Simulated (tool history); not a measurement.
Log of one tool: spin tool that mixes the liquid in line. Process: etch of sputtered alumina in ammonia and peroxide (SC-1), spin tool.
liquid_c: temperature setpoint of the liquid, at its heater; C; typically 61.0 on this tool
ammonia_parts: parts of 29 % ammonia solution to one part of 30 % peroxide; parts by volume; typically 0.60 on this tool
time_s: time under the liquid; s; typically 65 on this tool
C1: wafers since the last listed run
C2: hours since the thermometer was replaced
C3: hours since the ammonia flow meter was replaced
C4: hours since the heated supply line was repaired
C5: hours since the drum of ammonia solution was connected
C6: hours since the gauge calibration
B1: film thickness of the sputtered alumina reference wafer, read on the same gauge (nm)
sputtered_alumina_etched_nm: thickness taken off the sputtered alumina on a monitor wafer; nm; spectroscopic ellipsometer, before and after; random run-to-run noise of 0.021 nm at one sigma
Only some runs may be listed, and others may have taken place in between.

run 1 hour=0.0 | liquid_c=57.5 ammonia_parts=0.60 time_s=65 | C1=0 C2=407.1 C3=2099.8 C4=909.9 C5=136.9 C6=258.0 | B1=130.02 | sputtered_alumina_etched_nm=3.82
run 2 hour=32.8 | liquid_c=61.0 ammonia_parts=0.60 time_s=65 | C1=585 C2=439.9 C3=2132.6 C4=942.7 C5=169.7 C6=290.8 | B1=130.00 | sputtered_alumina_etched_nm=4.58
run 3 hour=67.7 | liquid_c=61.0 ammonia_parts=0.60 time_s=65 | C1=623 C2=474.8 C3=2167.5 C4=977.6 C5=204.6 C6=325.7 | B1=129.97 | sputtered_alumina_etched_nm=4.56
run 4 hour=81.6 | liquid_c=61.0 ammonia_parts=0.80 time_s=65 | C1=248 C2=488.7 C3=2181.4 C4=991.5 C5=218.5 C6=339.6 | B1=129.96 | sputtered_alumina_etched_nm=4.65
run 5 hour=107.8 | liquid_c=61.0 ammonia_parts=0.80 time_s=65 | C1=467 C2=514.9 C3=2207.6 C4=1017.7 C5=244.7 C6=365.8 | B1=130.01 | sputtered_alumina_etched_nm=4.69
-- hour=114.9 ammonia flow meter replaced
run 6 hour=124.9 | liquid_c=61.0 ammonia_parts=0.80 time_s=65 | C1=287 C2=532.0 C3=10.0 C4=1034.8 C5=261.8 C6=382.9 | B1=130.02 | sputtered_alumina_etched_nm=4.65
run 7 hour=149.1 | liquid_c=56.5 ammonia_parts=0.60 time_s=65 | C1=432 C2=556.2 C3=34.2 C4=1059.0 C5=286.0 C6=407.1 | B1=130.00 | sputtered_alumina_etched_nm=3.58
run 8 hour=163.7 | liquid_c=56.5 ammonia_parts=0.60 time_s=65 | C1=260 C2=570.8 C3=48.8 C4=1073.6 C5=300.6 C6=421.7 | B1=130.01 | sputtered_alumina_etched_nm=3.56
-- hour=185.7 new drum of ammonia solution connected
run 9 hour=195.6 | liquid_c=56.5 ammonia_parts=0.60 time_s=65 | C1=551 C2=602.7 C3=80.7 C4=1105.5 C5=9.9 C6=453.6 | B1=129.99 | sputtered_alumina_etched_nm=3.56
-- hour=212.4 thermometer replaced
run 10 hour=214.0 | liquid_c=67.0 ammonia_parts=0.60 time_s=65 | C1=310 C2=1.6 C3=99.1 C4=1123.9 C5=28.3 C6=472.0 | B1=129.98 | sputtered_alumina_etched_nm=6.33
run 11 hour=243.9 | liquid_c=65.5 ammonia_parts=0.60 time_s=90 | C1=533 C2=31.5 C3=129.0 C4=1153.8 C5=58.2 C6=501.9 | B1=130.01 | sputtered_alumina_etched_nm=8.06
run 12 hour=272.4 | liquid_c=69.5 ammonia_parts=0.75 time_s=65 | C1=508 C2=60.0 C3=157.5 C4=1182.3 C5=86.7 C6=530.4 | B1=129.97 | sputtered_alumina_etched_nm=7.23
run 13 hour=289.5 | liquid_c=57.5 ammonia_parts=0.60 time_s=95 | C1=305 C2=77.1 C3=174.6 C4=1199.4 C5=103.8 C6=547.5 | B1=130.01 | sputtered_alumina_etched_nm=5.63
run 14 hour=313.3 | liquid_c=61.0 ammonia_parts=0.60 time_s=65 | C1=424 C2=100.9 C3=198.4 C4=1223.2 C5=127.6 C6=571.3 | B1=129.98 | sputtered_alumina_etched_nm=4.63
run 15 hour=334.6 | liquid_c=69.0 ammonia_parts=0.90 time_s=65 | C1=380 C2=122.2 C3=219.7 C4=1244.5 C5=148.9 C6=592.6 | B1=129.99 | sputtered_alumina_etched_nm=7.13
run 16 hour=348.0 | liquid_c=61.0 ammonia_parts=0.60 time_s=65 | C1=239 C2=135.6 C3=233.1 C4=1257.9 C5=162.3 C6=606.0 | B1=130.03 | sputtered_alumina_etched_nm=4.61

For run 17, what comes out?
-- hour=399.5 heated supply line repaired
run 17 hour=418.1 | liquid_c=63.5 ammonia_parts=0.60 time_s=80 | C1=1233 C2=205.7 C3=303.2 C4=18.6 C5=232.4 C6=676.1 | B1=? | sputtered_alumina_etched_nm=?

{"run 17": {"B1": 129.99, "sputtered_alumina_etched_nm": 6.79}}
Without the tool's hidden state the same run would have given sputtered_alumina_etched_nm 6.93 nm.

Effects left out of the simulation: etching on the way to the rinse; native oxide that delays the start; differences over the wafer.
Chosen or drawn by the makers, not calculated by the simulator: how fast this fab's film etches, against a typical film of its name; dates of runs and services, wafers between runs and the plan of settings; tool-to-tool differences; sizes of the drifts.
